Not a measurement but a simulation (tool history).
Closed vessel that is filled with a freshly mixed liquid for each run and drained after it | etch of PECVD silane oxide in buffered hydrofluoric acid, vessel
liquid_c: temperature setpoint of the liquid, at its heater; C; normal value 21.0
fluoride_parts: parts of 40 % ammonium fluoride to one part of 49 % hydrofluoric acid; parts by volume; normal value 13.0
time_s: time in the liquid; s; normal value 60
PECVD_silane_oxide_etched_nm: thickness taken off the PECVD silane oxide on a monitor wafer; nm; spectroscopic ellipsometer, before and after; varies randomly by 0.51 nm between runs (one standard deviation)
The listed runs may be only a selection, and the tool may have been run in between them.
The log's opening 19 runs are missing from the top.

run,day,liquid_c,fluoride_parts,time_s,wafers since the last listed run,hours since the thermometer was replaced,hours since the hydrofluoric acid flow meter was replaced,hours since the gauge calibration,"read-back film thickness of the PECVD silane oxide reference wafer, read on the same gauge (nm)",PECVD_silane_oxide_etched_nm
20,38.288,17.0,8.5,30,5811,902.9,425.0,309.4,120.01,52.52
21,40.988,22.5,15.5,40,5538,967.7,489.8,374.2,119.99,52.75
# day 41.967: hydrofluoric acid flow meter replaced, repeated, since the last time left the tool worse
22,43.812,21.0,13.0,60,5709,1035.5,44.3,442.0,120.01,101.64
23,46.217,21.0,13.0,60,4931,1093.2,102.0,499.7,120.03,102.05
24,48.754,19.5,13.0,85,5204,1154.1,162.9,560.6,120.02,132.03
25,50.188,21.0,15.0,90,2940,1188.5,197.3,595.0,120.02,133.17
26,51.571,21.0,11.0,60,2837,1221.7,230.5,628.2,120.02,118.95
27,53.208,19.0,15.0,80,3358,1261.0,269.8,667.5,119.96,104.49
28,54.921,24.0,13.0,60,3512,1302.1,310.9,708.6,119.98,120.05
# day 55.012: thermometer replaced
29,56.342,18.0,11.0,60,2828,31.9,345.0,742.7,119.99,99.77
30,57.500,21.0,15.0,75,2375,59.7,372.8,770.5,120.00,110.00
31,59.354,21.0,13.0,95,3803,104.2,417.3,815.0,120.01,159.26
32,60.983,17.0,16.5,60,3341,143.3,456.4,854.1,120.00,63.25

Below are 4 alternative next runs, each starting from the tool's condition after run 32. Predict each:
A,61.012,21.0,13.0,60,59,144.0,457.1,854.8,?,?
B,61.012,19.5,9.0,30,59,144.0,457.1,854.8,?,?
C,61.012,18.0,9.0,75,59,144.0,457.1,854.8,?,?
D,61.012,18.5,10.0,80,59,144.0,457.1,854.8,?,?

run,"read-back film thickness of the PECVD silane oxide reference wafer, read on the same gauge (nm)",PECVD_silane_oxide_etched_nm
A,119.99,100.58
B,119.99,64.30
C,119.99,147.70
D,119.99,150.62
Stripped of hidden state, with their random variation kept, the same runs would have yielded:
run,PECVD_silane_oxide_etched_nm
A,102.58
B,65.12
C,149.58
D,153.59

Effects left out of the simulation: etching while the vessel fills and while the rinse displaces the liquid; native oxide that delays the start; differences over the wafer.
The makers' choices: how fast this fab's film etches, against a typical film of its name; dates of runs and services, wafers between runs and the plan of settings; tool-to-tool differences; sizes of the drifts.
